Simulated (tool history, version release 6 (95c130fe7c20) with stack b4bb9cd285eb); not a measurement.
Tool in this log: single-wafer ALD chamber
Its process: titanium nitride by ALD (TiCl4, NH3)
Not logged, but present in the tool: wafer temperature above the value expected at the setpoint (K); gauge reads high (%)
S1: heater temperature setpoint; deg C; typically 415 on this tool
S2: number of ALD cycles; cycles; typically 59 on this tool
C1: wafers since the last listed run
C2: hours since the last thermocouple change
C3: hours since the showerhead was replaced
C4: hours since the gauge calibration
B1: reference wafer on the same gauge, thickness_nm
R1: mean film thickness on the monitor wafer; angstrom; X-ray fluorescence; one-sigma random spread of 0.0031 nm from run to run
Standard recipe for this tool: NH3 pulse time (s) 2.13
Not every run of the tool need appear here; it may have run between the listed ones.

{"run": 1, "hour": 0.0, "S1": 415, "S2": 59, "NH3 pulse time (s)": 2.13, "C1": 0, "C2": 1826.6, "C3": 1885.7, "C4": 2095.6, "B1": 1.07, "R1": 12.3}
{"run": 2, "hour": 232.6, "S1": 415, "S2": 59, "NH3 pulse time (s)": 2.13, "C1": 568, "C2": 2059.2, "C3": 2118.3, "C4": 2328.2, "B1": 1.07, "R1": 12.24}
{"run": 3, "hour": 320.9, "S1": 415, "S2": 59, "NH3 pulse time (s)": 2.13, "C1": 215, "C2": 2147.5, "C3": 2206.6, "C4": 2416.5, "B1": 1.071, "R1": 12.29}
{"run": 4, "hour": 396.0, "S1": 415, "S2": 59, "NH3 pulse time (s)": 2.13, "C1": 183, "C2": 2222.6, "C3": 2281.7, "C4": 2491.6, "B1": 1.07, "R1": 12.26}
{"run": 5, "hour": 467.3, "S1": 415, "S2": 59, "NH3 pulse time (s)": 1.62, "C1": 174, "C2": 2293.9, "C3": 2353, "C4": 2562.9, "B1": 1.071, "R1": 12.12}
{"run": 6, "hour": 536.3, "S1": 415, "S2": 59, "NH3 pulse time (s)": 1.62, "C1": 168, "C2": 2362.9, "C3": 2422, "C4": 2631.9, "B1": 1.07, "R1": 12.21}
{"run": 7, "hour": 604.3, "S1": 415, "S2": 59, "NH3 pulse time (s)": 2.13, "C1": 166, "C2": 2430.9, "C3": 2490, "C4": 2699.9, "B1": 1.071, "R1": 12.25}
{"run": 8, "hour": 692.5, "S1": 415, "S2": 59, "NH3 pulse time (s)": 2.13, "C1": 215, "C2": 2519.1, "C3": 2578.2, "C4": 2788.1, "B1": 1.07, "R1": 12.29}
{"run": 9, "hour": 781.6, "S1": 415, "S2": 59, "NH3 pulse time (s)": 2.13, "C1": 217, "C2": 2608.2, "C3": 2667.3, "C4": 2877.2, "B1": 1.07, "R1": 12.29}
{"hour": 848.9, "done": "thermocouple changed; heater temperature recalibrated"}
{"run": 10, "hour": 850.1, "S1": 411, "S2": 59, "NH3 pulse time (s)": 2.13, "C1": 147, "C2": 1.2, "C3": 2735.8, "C4": 2945.7, "B1": 1.07, "R1": 12.24}
{"run": 11, "hour": 945.1, "S1": 411, "S2": 59, "NH3 pulse time (s)": 2.13, "C1": 232, "C2": 96.2, "C3": 2830.8, "C4": 3040.7, "B1": 1.069, "R1": 12.24}
{"run": 12, "hour": 1034.1, "S1": 415, "S2": 59, "NH3 pulse time (s)": 2.13, "C1": 217, "C2": 185.2, "C3": 2919.8, "C4": 3129.7, "B1": 1.07, "R1": 12.29}
{"run": 13, "hour": 1088.7, "S1": 415, "S2": 59, "NH3 pulse time (s)": 2.13, "C1": 133, "C2": 239.8, "C3": 2974.4, "C4": 3184.3, "B1": 1.07, "R1": 12.3}
{"hour": 1107.9, "done": "gauge calibrated"}
{"run": 14, "hour": 1158.4, "S1": 415, "S2": 59, "NH3 pulse time (s)": 2.13, "C1": 170, "C2": 309.5, "C3": 3044.1, "C4": 50.5, "B1": 1.069, "R1": 12.32}
{"run": 15, "hour": 1260.1, "S1": 415, "S2": 59, "NH3 pulse time (s)": 2.13, "C1": 248, "C2": 411.2, "C3": 3145.8, "C4": 152.2, "B1": 1.069, "R1": 12.27}
{"run": 16, "hour": 1313.8, "S1": 415, "S2": 59, "NH3 pulse time (s)": 2.13, "C1": 131, "C2": 464.9, "C3": 3199.5, "C4": 205.9, "B1": 1.07, "R1": 12.24}
{"run": 17, "hour": 1414.2, "S1": 415, "S2": 59, "NH3 pulse time (s)": 2.13, "C1": 245, "C2": 565.3, "C3": 3299.9, "C4": 306.3, "B1": 1.07, "R1": 12.3}
{"run": 18, "hour": 1521.1, "S1": 415, "S2": 59, "NH3 pulse time (s)": 2.13, "C1": 261, "C2": 672.2, "C3": 3406.8, "C4": 413.2, "B1": 1.069, "R1": 12.22}
{"run": 19, "hour": 1607.3, "S1": 421, "S2": 71, "NH3 pulse time (s)": 1.34, "C1": 210, "C2": 758.4, "C3": 3493, "C4": 499.4, "B1": 1.07, "R1": 14.51}

Estimate the outcome of run 20 from the log above:
{"run": 20, "hour": 1807.0, "S1": 411, "S2": 65, "NH3 pulse time (s)": 2.36, "C1": 488, "C2": 958.1, "C3": 3692.7, "C4": 699.1, "B1": "?", "R1": "?"}

{"run 20": {"B1": 1.07, "R1": 13.59}}
Minus the tool's unlogged condition, the same run would have read R1 13.59 angstrom.
